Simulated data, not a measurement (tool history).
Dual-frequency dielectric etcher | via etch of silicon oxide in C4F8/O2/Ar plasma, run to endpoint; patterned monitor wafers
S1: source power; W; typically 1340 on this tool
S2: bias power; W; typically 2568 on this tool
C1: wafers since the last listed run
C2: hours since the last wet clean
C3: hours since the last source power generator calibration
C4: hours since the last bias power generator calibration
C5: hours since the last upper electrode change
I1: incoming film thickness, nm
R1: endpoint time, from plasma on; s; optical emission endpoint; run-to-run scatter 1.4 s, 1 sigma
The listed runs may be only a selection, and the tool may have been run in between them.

run 1 hour=0 | S1=1340 S2=2568 | C1=0 C2=523.2 C3=3699.8 C4=1861.9 C5=5535.2 | I1=1061.8 | R1=205.8
-- hour=53.7 wet clean of the chamber
run 2 hour=54.2 | S1=1340 S2=2697 | C1=168 C2=0.5 C3=3754 C4=1916.1 C5=5589.4 | I1=1054.9 | R1=205.2
run 3 hour=122.6 | S1=1340 S2=2697 | C1=381 C2=68.9 C3=3822.4 C4=1984.5 C5=5657.8 | I1=1046.8 | R1=201.7
run 4 hour=193.7 | S1=1340 S2=2697 | C1=396 C2=140 C3=3893.5 C4=2055.6 C5=5728.9 | I1=1055.5 | R1=205.7
run 5 hour=283.7 | S1=1530 S2=2568 | C1=501 C2=230 C3=3983.5 C4=2145.6 C5=5818.9 | I1=1050.3 | R1=191.7
run 6 hour=382.4 | S1=1530 S2=2568 | C1=550 C2=328.7 C3=4082.2 C4=2244.3 C5=5917.6 | I1=1052.5 | R1=195.2
run 7 hour=459.1 | S1=1530 S2=2568 | C1=427 C2=405.4 C3=4158.9 C4=2321 C5=5994.3 | I1=1052.9 | R1=193
run 8 hour=547.5 | S1=1340 S2=2957 | C1=492 C2=493.8 C3=4247.3 C4=2409.4 C5=6082.7 | I1=1057.9 | R1=200.1
run 9 hour=592.1 | S1=1340 S2=2957 | C1=248 C2=538.4 C3=4291.9 C4=2454 C5=6127.3 | I1=1051.8 | R1=200.2
-- hour=617.5 wet clean of the chamber
run 10 hour=653.4 | S1=1340 S2=2957 | C1=207 C2=35.9 C3=4353.2 C4=2515.3 C5=6188.6 | I1=1053.2 | R1=201
run 11 hour=710 | S1=1080 S2=3040 | C1=315 C2=92.5 C3=4409.8 C4=2571.9 C5=6245.2 | I1=1053.5 | R1=221.5
-- hour=759.5 bias power generator calibrated
-- hour=893.7 upper electrode replaced
run 12 hour=1011.9 | S1=1340 S2=2957 | C1=1526 C2=394.4 C3=4711.7 C4=252.4 C5=118.2 | I1=1046.8 | R1=199.2
-- hour=1048.6 source power generator calibrated
run 13 hour=1117.6 | S1=1580 S2=2253 | C1=566 C2=500.1 C3=69 C4=358.1 C5=223.9 | I1=1059.1 | R1=198.1
run 14 hour=1175.5 | S1=1110 S2=2241 | C1=322 C2=558 C3=126.9 C4=416 C5=281.8 | I1=1051.3 | R1=236
-- hour=1258.2 wet clean of the chamber
run 15 hour=1259.8 | S1=1340 S2=2568 | C1=336 C2=1.6 C3=211.2 C4=500.3 C5=366.1 | I1=1059.9 | R1=206.7
run 16 hour=1360.5 | S1=1010 S2=2568 | C1=561 C2=102.3 C3=311.9 C4=601 C5=466.8 | I1=1054.2 | R1=238.8
run 17 hour=1457.1 | S1=1160 S2=2098 | C1=538 C2=198.9 C3=408.5 C4=697.6 C5=563.4 | I1=1054.7 | R1=234.5
run 18 hour=1532.3 | S1=1620 S2=2568 | C1=419 C2=274.1 C3=483.7 C4=772.8 C5=638.6 | I1=1053 | R1=188.2
run 19 hour=1621.2 | S1=1150 S2=2974 | C1=495 C2=363 C3=572.6 C4=861.7 C5=727.5 | I1=1065 | R1=218.3
run 20 hour=1662.9 | S1=1070 S2=2568 | C1=232 C2=404.7 C3=614.3 C4=903.4 C5=769.2 | I1=1055.4 | R1=231.1

Hidden state, per run?
etch rate over this chamber's usual, %: 0 in every run
source power that arrives over what is set, %: 0 in every run
bias power that arrives over what is set, %: 0 in every run
